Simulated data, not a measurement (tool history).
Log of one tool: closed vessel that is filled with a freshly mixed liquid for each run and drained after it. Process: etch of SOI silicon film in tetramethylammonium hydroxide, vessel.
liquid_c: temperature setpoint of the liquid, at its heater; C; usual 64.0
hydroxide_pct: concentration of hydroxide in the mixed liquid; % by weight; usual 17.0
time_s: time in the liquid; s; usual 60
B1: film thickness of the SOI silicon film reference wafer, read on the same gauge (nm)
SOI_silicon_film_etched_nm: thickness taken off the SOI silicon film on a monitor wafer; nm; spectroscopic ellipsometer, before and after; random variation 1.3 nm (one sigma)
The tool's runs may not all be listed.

run 1 day=0.000 | liquid_c=64.0 hydroxide_pct=17.0 time_s=60 | B1=70.04 | SOI_silicon_film_etched_nm=187.84
-- day=0.058 gauge calibrated
run 2 day=0.517 | liquid_c=69.0 hydroxide_pct=17.0 time_s=60 | B1=69.99 | SOI_silicon_film_etched_nm=255.67
run 3 day=1.021 | liquid_c=69.0 hydroxide_pct=17.0 time_s=60 | B1=70.00 | SOI_silicon_film_etched_nm=256.04
run 4 day=1.642 | liquid_c=64.0 hydroxide_pct=17.0 time_s=60 | B1=70.00 | SOI_silicon_film_etched_nm=188.57
run 5 day=2.204 | liquid_c=64.0 hydroxide_pct=17.0 time_s=60 | B1=69.97 | SOI_silicon_film_etched_nm=188.82
run 6 day=2.892 | liquid_c=64.0 hydroxide_pct=17.0 time_s=60 | B1=69.99 | SOI_silicon_film_etched_nm=188.23
run 7 day=3.171 | liquid_c=64.0 hydroxide_pct=17.0 time_s=60 | B1=69.99 | SOI_silicon_film_etched_nm=190.83
run 8 day=3.792 | liquid_c=64.0 hydroxide_pct=17.0 time_s=60 | B1=70.00 | SOI_silicon_film_etched_nm=188.44
run 9 day=4.488 | liquid_c=64.0 hydroxide_pct=17.0 time_s=60 | B1=69.96 | SOI_silicon_film_etched_nm=187.27
run 10 day=5.204 | liquid_c=60.0 hydroxide_pct=21.0 time_s=60 | B1=70.03 | SOI_silicon_film_etched_nm=133.31
run 11 day=5.762 | liquid_c=64.0 hydroxide_pct=17.0 time_s=60 | B1=69.96 | SOI_silicon_film_etched_nm=185.92
-- day=6.154 hydroxide flow meter replaced
run 12 day=6.433 | liquid_c=64.0 hydroxide_pct=17.0 time_s=60 | B1=70.00 | SOI_silicon_film_etched_nm=186.92
run 13 day=6.912 | liquid_c=64.0 hydroxide_pct=17.0 time_s=60 | B1=69.95 | SOI_silicon_film_etched_nm=187.80
run 14 day=7.612 | liquid_c=64.0 hydroxide_pct=17.0 time_s=30 | B1=70.03 | SOI_silicon_film_etched_nm=92.17
run 15 day=7.967 | liquid_c=64.0 hydroxide_pct=17.0 time_s=50 | B1=69.98 | SOI_silicon_film_etched_nm=154.37
run 16 day=8.300 | liquid_c=64.0 hydroxide_pct=17.0 time_s=60 | B1=70.03 | SOI_silicon_film_etched_nm=185.26
run 17 day=9.162 | liquid_c=57.0 hydroxide_pct=20.0 time_s=50 | B1=70.00 | SOI_silicon_film_etched_nm=92.46
run 18 day=9.704 | liquid_c=71.0 hydroxide_pct=21.0 time_s=60 | B1=70.01 | SOI_silicon_film_etched_nm=257.56
run 19 day=10.217 | liquid_c=59.0 hydroxide_pct=17.0 time_s=85 | B1=70.02 | SOI_silicon_film_etched_nm=191.09
run 20 day=10.779 | liquid_c=68.0 hydroxide_pct=19.0 time_s=60 | B1=70.02 | SOI_silicon_film_etched_nm=226.58
run 21 day=11.338 | liquid_c=64.0 hydroxide_pct=15.0 time_s=50 | B1=69.99 | SOI_silicon_film_etched_nm=160.81
-- day=11.838 thermometer replaced
-- day=12.475 gauge calibrated
run 22 day=13.171 | liquid_c=64.0 hydroxide_pct=17.0 time_s=75 | B1=69.99 | SOI_silicon_film_etched_nm=272.63
run 23 day=13.596 | liquid_c=64.0 hydroxide_pct=17.0 time_s=80 | B1=69.97 | SOI_silicon_film_etched_nm=292.82
run 24 day=14.329 | liquid_c=64.0 hydroxide_pct=17.0 time_s=60 | B1=69.95 | SOI_silicon_film_etched_nm=214.83
run 25 day=15.079 | liquid_c=71.0 hydroxide_pct=14.5 time_s=40 | B1=69.96 | SOI_silicon_film_etched_nm=233.43
run 26 day=15.546 | liquid_c=72.0 hydroxide_pct=17.0 time_s=60 | B1=69.98 | SOI_silicon_film_etched_nm=348.43
run 27 day=15.825 | liquid_c=69.5 hydroxide_pct=21.0 time_s=45 | B1=69.98 | SOI_silicon_film_etched_nm=207.19

The tool's hidden state at each run:
hydroxide flow above the setpoint (%): 0 in every run
gauge reads high (%): 0 in every run
H1: liquid colder than its thermometer reads (K)
run=1 H1=2.56
run=2 H1=2.58
run=3 H1=2.6
run=4 H1=2.61
run=5 H1=2.63
run=6 H1=2.65
run=7 H1=2.66
run=8 H1=2.68
run=9 H1=2.7
run=10 H1=2.72
run=11 H1=2.74
run=12 H1=2.76
run=13 H1=2.77
run=14 H1=2.8
run=15 H1=2.81
run=16 H1=2.82
run=17 H1=2.84
run=18 H1=2.86
run=19 H1=2.87
run=20 H1=2.89
run=21 H1=2.91
run=22 H1=0.281
run=23 H1=0.294
run=24 H1=0.316
run=25 H1=0.339
run=26 H1=0.353
run=27 H1=0.361

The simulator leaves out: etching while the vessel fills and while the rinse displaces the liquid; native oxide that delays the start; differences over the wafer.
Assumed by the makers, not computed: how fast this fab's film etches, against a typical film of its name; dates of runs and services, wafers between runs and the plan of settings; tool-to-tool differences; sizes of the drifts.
